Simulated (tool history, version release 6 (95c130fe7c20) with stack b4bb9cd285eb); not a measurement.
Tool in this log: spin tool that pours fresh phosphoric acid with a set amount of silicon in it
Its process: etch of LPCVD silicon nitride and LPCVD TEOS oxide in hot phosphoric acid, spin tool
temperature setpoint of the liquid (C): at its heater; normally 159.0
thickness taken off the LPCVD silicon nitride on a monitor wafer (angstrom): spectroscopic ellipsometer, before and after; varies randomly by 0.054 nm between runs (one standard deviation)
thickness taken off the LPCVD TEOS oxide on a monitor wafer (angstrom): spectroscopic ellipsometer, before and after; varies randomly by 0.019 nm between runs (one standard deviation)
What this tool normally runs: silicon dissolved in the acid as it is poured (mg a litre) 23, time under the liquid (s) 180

run,hour,temperature setpoint of the liquid (C),silicon dissolved in the acid as it is poured (mg a litre),time under the liquid (s),wafers since the last listed run,hours since the thermometer was replaced,hours since the dissolved silicon flow meter was replaced,hours since the heated supply line was repaired,hours since the gauge calibration,"read-back film thickness of the LPCVD silicon nitride reference wafer, read on the same gauge (nm)","read-back film thickness of the LPCVD TEOS oxide reference wafer, read on the same gauge (nm)",thickness taken off the LPCVD silicon nitride on a monitor wafer (angstrom),thickness taken off the LPCVD TEOS oxide on a monitor wafer (angstrom)
1,0.0,159.0,14,155,0,1672.9,61.8,3460.0,481.9,90.01,60.004,139.2,6.91
2,93.2,159.0,14,155,861,1766.1,155.0,3553.2,575.1,89.98,59.963,140.2,6.78
3,177.6,159.0,23,180,780,1850.5,239.4,3637.6,659.5,89.98,59.993,162.3,6.20
4,213.7,159.0,23,180,333,1886.6,275.5,3673.7,695.6,89.99,59.978,161.3,6.59
5,269.4,159.0,23,180,514,1942.3,331.2,3729.4,751.3,90.04,60.020,161.9,6.11
6,315.9,159.0,23,180,429,1988.8,377.7,3775.9,797.8,89.97,60.031,162.4,6.06
# hour 355.8: gauge calibrated
# hour 356.4: dissolved silicon flow meter replaced
7,391.0,159.0,23,180,685,2063.9,34.6,3851.0,35.2,90.01,59.990,161.7,6.30
8,482.8,160.5,34,180,848,2155.7,126.4,3942.8,127.0,90.02,59.992,170.7,4.69

Expected results for the next run?
# hour 513.4: heated supply line repaired
9,590.5,159.0,23,80,986,2263.4,234.1,77.1,234.7,?,?,?,?

{"run 9": {"read-back film thickness of the LPCVD silicon nitride reference wafer, read on the same gauge (nm)": 89.99, "read-back film thickness of the LPCVD TEOS oxide reference wafer, read on the same gauge (nm)": 60.005, "thickness taken off the LPCVD silicon nitride on a monitor wafer (angstrom)": 71.6, "thickness taken off the LPCVD TEOS oxide on a monitor wafer (angstrom)": 2.78}}
The same run, on a tool lacking any hidden state, would have yielded thickness taken off the LPCVD silicon nitride on a monitor wafer (angstrom) 71.6, thickness taken off the LPCVD TEOS oxide on a monitor wafer (angstrom) 2.78.
